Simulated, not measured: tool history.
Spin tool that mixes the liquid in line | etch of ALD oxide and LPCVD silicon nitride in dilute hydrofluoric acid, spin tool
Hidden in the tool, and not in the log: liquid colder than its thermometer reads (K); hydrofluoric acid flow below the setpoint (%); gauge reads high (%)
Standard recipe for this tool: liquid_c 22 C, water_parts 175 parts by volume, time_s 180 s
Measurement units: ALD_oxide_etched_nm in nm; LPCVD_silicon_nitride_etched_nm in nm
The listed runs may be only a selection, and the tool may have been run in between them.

run,hour,liquid_c,water_parts,time_s,wafers since the last listed run,hours since the thermometer was replaced,hours since the hydrofluoric acid flow meter was replaced,hours since the gauge calibration,"read-back film thickness of the ALD oxide reference wafer, read on the same gauge (nm)","read-back film thickness of the LPCVD silicon nitride reference wafer, read on the same gauge (nm)",ALD_oxide_etched_nm,LPCVD_silicon_nitride_etched_nm
1,0,22,175,180,0,1216.9,1658.6,59.2,120.02,110.031,7.96,0.366
2,15.1,22,175,180,149,1232,1673.7,74.3,119.98,110.032,7.91,0.383
3,64.7,22,175,180,490,1281.6,1723.3,123.9,120.01,109.99,7.92,0.396
4,77.7,22,175,180,128,1294.6,1736.3,136.9,120.02,109.96,7.91,0.38
5,91.3,22,175,180,134,1308.2,1749.9,150.5,120.02,109.993,7.94,0.368
6,103.8,22,175,180,123,1320.7,1762.4,163,120.02,109.986,7.92,0.367
# hour 106.1: gauge calibrated
# hour 112.8: thermometer replaced
# hour 133: hydrofluoric acid flow meter replaced
7,152.2,22,175,180,459,39.4,19.2,46.1,120,110.012,7.56,0.342
8,168.7,22,175,180,163,55.9,35.7,62.6,120,109.983,7.55,0.375
# hour 170.2: thermometer replaced, repeated, since the last time left the tool worse
9,175.8,22,235,180,60,5.6,42.8,69.7,119.99,109.998,5.97,0.308
10,191.8,22,175,180,158,21.6,58.8,85.7,119.95,109.971,8.54,0.41
11,198.9,18,175,180,70,28.7,65.9,92.8,120.01,109.999,7.25,0.32
12,213.9,17,250,250,148,43.7,80.9,107.8,120.02,110,6.39,0.307
13,231.6,22,175,180,175,61.4,98.6,125.5,120.01,110.013,8.54,0.433
14,242.2,19.5,175,180,104,72,109.2,136.1,120,110.011,7.72,0.36
15,257.1,22,175,180,147,86.9,124.1,151,120,110.005,8.5,0.415
16,269.4,17.5,175,250,121,99.2,136.4,163.3,120,109.99,9.88,0.446
# hour 272.7: gauge calibrated
17,286.8,27,255,250,172,116.6,153.8,14.1,119.97,110.008,8.91,0.584

5 ways to go on from here, each from the tool as it stands after run 17. What would each give?
A,287.3,22,175,210,4,117.1,154.3,14.6,?,?,?,?
B,287.3,22,225,215,4,117.1,154.3,14.6,?,?,?,?
C,287.3,18.5,200,85,4,117.1,154.3,14.6,?,?,?,?
D,287.3,22,175,250,4,117.1,154.3,14.6,?,?,?,?
E,287.3,26.5,175,270,4,117.1,154.3,14.6,?,?,?,?

run,"read-back film thickness of the ALD oxide reference wafer, read on the same gauge (nm)","read-back film thickness of the LPCVD silicon nitride reference wafer, read on the same gauge (nm)",ALD_oxide_etched_nm,LPCVD_silicon_nitride_etched_nm
A,119.99,109.985,9.9,0.448
B,119.99,109.985,7.49,0.359
C,119.99,109.985,2.98,0.126
D,119.99,109.985,11.78,0.533
E,119.99,109.985,15.07,0.768
Without the tool's unlogged condition, the same runs would have read:
run,ALD_oxide_etched_nm,LPCVD_silicon_nitride_etched_nm
A,9.99,0.455
B,7.55,0.364
C,3.01,0.128
D,11.89,0.541
E,15.2,0.779
